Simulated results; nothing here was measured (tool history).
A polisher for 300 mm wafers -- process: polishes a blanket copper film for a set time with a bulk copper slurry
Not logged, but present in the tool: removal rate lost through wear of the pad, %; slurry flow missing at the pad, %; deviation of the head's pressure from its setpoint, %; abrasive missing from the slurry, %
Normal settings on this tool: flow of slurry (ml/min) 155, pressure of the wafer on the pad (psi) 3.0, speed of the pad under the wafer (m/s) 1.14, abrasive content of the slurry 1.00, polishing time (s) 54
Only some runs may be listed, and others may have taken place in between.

run,hour,flow of slurry (ml/min),pressure of the wafer on the pad (psi),speed of the pad under the wafer (m/s),abrasive content of the slurry,polishing time (s),wafers since the last listed run,wafers polished on this pad,hours since the slurry nozzle was cleaned,hours since the head pressure was calibrated,hours since the slurry blender was calibrated,"incoming thickness of the incoming film, nm",film removed (angstrom)
1,0.0,155,3.0,1.14,1.00,54,0,1546,411.8,285.7,141.8,1811.8,6353
2,36.8,155,3.0,1.14,1.00,54,456,2002,448.6,322.5,178.6,1819.3,6208
# hour 90.1: slurry nozzle cleaned
3,97.0,155,3.0,1.14,1.00,54,734,2736,6.9,382.7,238.8,1799.8,6479
4,144.5,155,3.0,1.14,1.00,54,589,3325,54.4,430.2,286.3,1805.5,6494
5,177.3,155,3.0,1.14,1.00,54,406,3732,87.2,463.0,319.1,1790.3,6503
6,234.6,155,3.0,1.14,1.00,54,710,4442,144.5,520.3,376.4,1817.9,6388
7,275.1,155,2.0,1.14,0.70,54,502,4945,185.0,560.8,416.9,1795.7,3663
# hour 282.8: worn pad replaced by a new one
# hour 289.4: slurry blender recalibrated
8,311.7,155,3.0,1.14,1.00,42,379,333,221.6,597.4,22.3,1814.3,5136
9,346.9,155,3.0,1.14,1.00,60,436,769,256.8,632.6,57.5,1801.4,7291
10,384.2,155,3.0,1.14,1.00,54,462,1232,294.1,669.9,94.8,1810.5,6495
11,440.1,155,3.0,1.14,1.00,54,693,1925,350.0,725.8,150.7,1803.6,6397
12,494.6,155,3.0,1.14,1.00,38,675,2601,404.5,780.3,205.2,1799.3,4442
13,548.1,155,2.6,1.40,1.30,45,663,3264,458.0,833.8,258.7,1810.2,5657
14,589.9,155,3.0,0.78,1.30,54,518,3783,499.8,875.6,300.5,1831.3,5327
# hour 612.3: head pressure recalibrated
# hour 632.2: slurry nozzle cleaned
15,633.5,155,3.0,1.14,1.00,54,503,4286,1.3,21.2,344.1,1838.2,6355
16,672.5,155,3.0,1.14,1.00,54,483,4770,40.3,60.2,383.1,1820.7,6325
17,724.4,200,3.0,1.14,0.85,54,643,5413,92.2,112.1,435.0,1771.9,6085
18,770.9,155,3.5,0.94,1.10,36,576,5990,138.7,158.6,481.5,1828.3,4499
# hour 774.9: slurry blender recalibrated
# hour 798.5: worn pad replaced by a new one
19,842.6,110,2.4,1.14,1.00,54,814,547,210.4,230.3,67.7,1802.4,4926
20,875.9,120,2.1,1.14,1.00,72,412,960,243.7,263.6,101.0,1818.3,5908
21,905.6,155,2.7,0.88,0.75,39,368,1328,273.4,293.3,130.7,1803.9,3212
22,960.8,155,3.0,1.14,1.30,54,684,2013,328.6,348.5,185.9,1814.3,7019
23,1002.6,155,3.9,1.14,1.25,54,518,2531,370.4,390.3,227.7,1817.2,8969
24,1064.2,155,3.0,1.14,1.10,54,763,3295,432.0,451.9,289.3,1831.9,6518
# hour 1081.9: slurry nozzle cleaned
25,1115.3,155,2.6,1.04,1.00,54,621,3916,33.4,503.0,340.4,1831.1,5224
26,1161.4,115,3.0,0.96,1.15,54,571,4488,79.5,549.1,386.5,1820.9,5686
# hour 1186.0: slurry blender recalibrated
27,1214.9,115,3.3,0.94,1.00,54,638,5126,133.0,602.6,28.9,1812.6,5703
# hour 1232.0: worn pad replaced by a new one
28,1250.5,200,2.7,1.14,1.00,63,391,229,168.6,638.2,64.5,1802.6,7058
29,1315.2,100,3.6,1.36,1.00,45,802,1032,233.3,702.9,129.2,1813.2,6780
30,1359.3,155,3.0,1.14,1.00,54,546,1579,277.4,747.0,173.3,1837.5,6489

Hidden state or all else? Some run-to-run changes of film removed (angstrom), split into what the settings, what came in and random variation would give without the hidden state, and what is left for the hidden state (with any gauge scatter that isn't in both results):
Run 6 -> 7: pressure of the wafer on the pad (psi) 3.0 -> 2.0, abrasive content of the slurry 1.00 -> 0.70. film removed (angstrom) -2725: hidden state +76, all else -2801.
Run 14 -> 15: speed of the pad under the wafer (m/s) 0.78 -> 1.14, abrasive content of the slurry 1.30 -> 1.00, head pressure recalibrated, slurry nozzle cleaned. film removed (angstrom) +1028: hidden state +214, all else +814.
Run 18 -> 19: flow of slurry (ml/min) 155 -> 110, pressure of the wafer on the pad (psi) 3.5 -> 2.4, speed of the pad under the wafer (m/s) 0.94 -> 1.14, abrasive content of the slurry 1.10 -> 1.00, polishing time (s) 36 -> 54, slurry blender recalibrated, worn pad replaced by a new one. film removed (angstrom) +427: hidden state +211, all else +216.
Run 20 -> 21: flow of slurry (ml/min) 120 -> 155, pressure of the wafer on the pad (psi) 2.1 -> 2.7, speed of the pad under the wafer (m/s) 1.14 -> 0.88, abrasive content of the slurry 1.00 -> 0.75, polishing time (s) 72 -> 39. film removed (angstrom) -2696: hidden state +62, all else -2758.
Run 21 -> 22: pressure of the wafer on the pad (psi) 2.7 -> 3.0, speed of the pad under the wafer (m/s) 0.88 -> 1.14, abrasive content of the slurry 0.75 -> 1.30, polishing time (s) 39 -> 54. film removed (angstrom) +3807: hidden state -175, all else +3982.
Run 27 -> 28: flow of slurry (ml/min) 115 -> 200, pressure of the wafer on the pad (psi) 3.3 -> 2.7, speed of the pad under the wafer (m/s) 0.94 -> 1.14, polishing time (s) 54 -> 63, worn pad replaced by a new one. film removed (angstrom) +1355: hidden state +332, all else +1023.

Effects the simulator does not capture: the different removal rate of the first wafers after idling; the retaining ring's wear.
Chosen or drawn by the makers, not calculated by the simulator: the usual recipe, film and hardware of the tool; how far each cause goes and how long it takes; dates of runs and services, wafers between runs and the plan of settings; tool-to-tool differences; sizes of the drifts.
